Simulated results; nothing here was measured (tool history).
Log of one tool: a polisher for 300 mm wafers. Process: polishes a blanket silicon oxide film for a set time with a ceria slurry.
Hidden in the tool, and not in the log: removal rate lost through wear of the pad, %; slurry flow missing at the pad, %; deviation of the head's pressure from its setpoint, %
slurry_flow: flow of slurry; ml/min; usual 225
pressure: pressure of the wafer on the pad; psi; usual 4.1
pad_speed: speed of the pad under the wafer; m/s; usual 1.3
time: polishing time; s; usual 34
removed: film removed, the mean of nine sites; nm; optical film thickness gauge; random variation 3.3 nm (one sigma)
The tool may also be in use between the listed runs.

run,hour,slurry_flow,pressure,pad_speed,time,wafers since the last listed run,wafers polished on this pad,hours since the slurry nozzle was cleaned,hours since the head pressure was calibrated,"incoming thickness of the incoming film, nm",removed
1,0,185,4.1,1.66,34,0,738,377.7,707.2,921.9,285.9
2,13.2,225,3.6,1.54,34,186,925,390.9,720.4,930.6,231.5
3,25,225,3.6,1.54,34,166,1091,402.7,732.2,915.1,239.4
# hour 32.8: worn pad replaced by a new one
4,35.7,225,3.5,1.3,34,94,40,413.4,742.9,936.7,195.5
5,47.6,225,4.1,1.3,34,167,208,425.3,754.8,922.8,232
6,64.5,225,4.1,1.3,34,238,447,442.2,771.7,934.8,221.6
7,78.7,225,4.1,1.3,34,200,647,456.4,785.9,945.1,220.2
8,85.6,225,4.1,1.3,34,97,745,463.3,792.8,934.9,227.5
9,96,225,4.1,1.3,34,146,891,473.7,803.2,936.7,235
10,103.9,225,4.1,1.3,38,111,1003,481.6,811.1,939.7,255.4
# hour 112.3: worn pad replaced by a new one
11,112.8,225,4.1,1.3,38,69,7,490.5,820,928.2,254.8
12,118.5,225,4.1,1.16,34,80,88,496.2,825.7,941.8,204.1
13,126.3,225,4.1,1.16,34,110,198,504,833.5,933.3,204.7
14,143.2,225,4.1,1.3,34,238,436,520.9,850.4,932.5,228.7
# hour 162.2: slurry nozzle cleaned
# hour 167.5: head pressure recalibrated
15,185.5,225,4.1,1.3,34,554,991,23.3,18,939.8,226.9
# hour 191.7: worn pad replaced by a new one
16,192.6,225,3.3,1.3,30,43,12,30.4,25.1,950.7,160.6
17,202.5,275,3.1,1.74,41,139,152,40.3,35,948.5,280
18,215.4,275,3.1,1.74,41,182,334,53.2,47.9,915.9,288.8
19,225.5,225,4.1,1.3,34,142,476,63.3,58,929.6,228
20,232.3,225,3.2,1.3,34,95,572,70.1,64.8,926,175.8
21,242.1,250,4.8,1,40,138,711,79.9,74.6,930.9,237
22,252,285,4.1,1.54,34,139,850,89.8,84.5,934.4,271.4
# hour 261.7: worn pad replaced by a new one
23,301.1,265,4.1,0.98,28,636,555,138.9,133.6,933,143
24,318.3,225,5.2,1.46,34,242,798,156.1,150.8,937.7,325
25,335.9,195,4.5,1.52,34,248,1046,173.7,168.4,935.7,296
# hour 347.3: worn pad replaced by a new one
26,347.8,270,4.1,0.9,34,111,7,185.6,180.3,944.9,159.8
27,353,225,4.1,1.3,45,73,80,190.8,185.5,929,308.7
28,359.4,225,4.1,1.04,34,90,171,197.2,191.9,950,185.1
29,373.6,225,3.6,1.3,34,200,371,211.4,206.1,921.3,201.3

Forecast each of these 4 alternatives for the next run:
A,374,225,4.1,1.3,34,5,377,211.8,206.5,931.6,?
B,374,225,4.1,1.3,43,5,377,211.8,206.5,931.6,?
C,374,185,2.8,1.3,34,5,377,211.8,206.5,931.6,?
D,374,280,5.3,0.98,25,5,377,211.8,206.5,931.6,?

run,removed
A,230.8
B,291.9
C,155.3
D,168
Without the tool's hidden state the same runs would have given:
run,removed
A,230.8
B,291.9
C,155.3
D,168
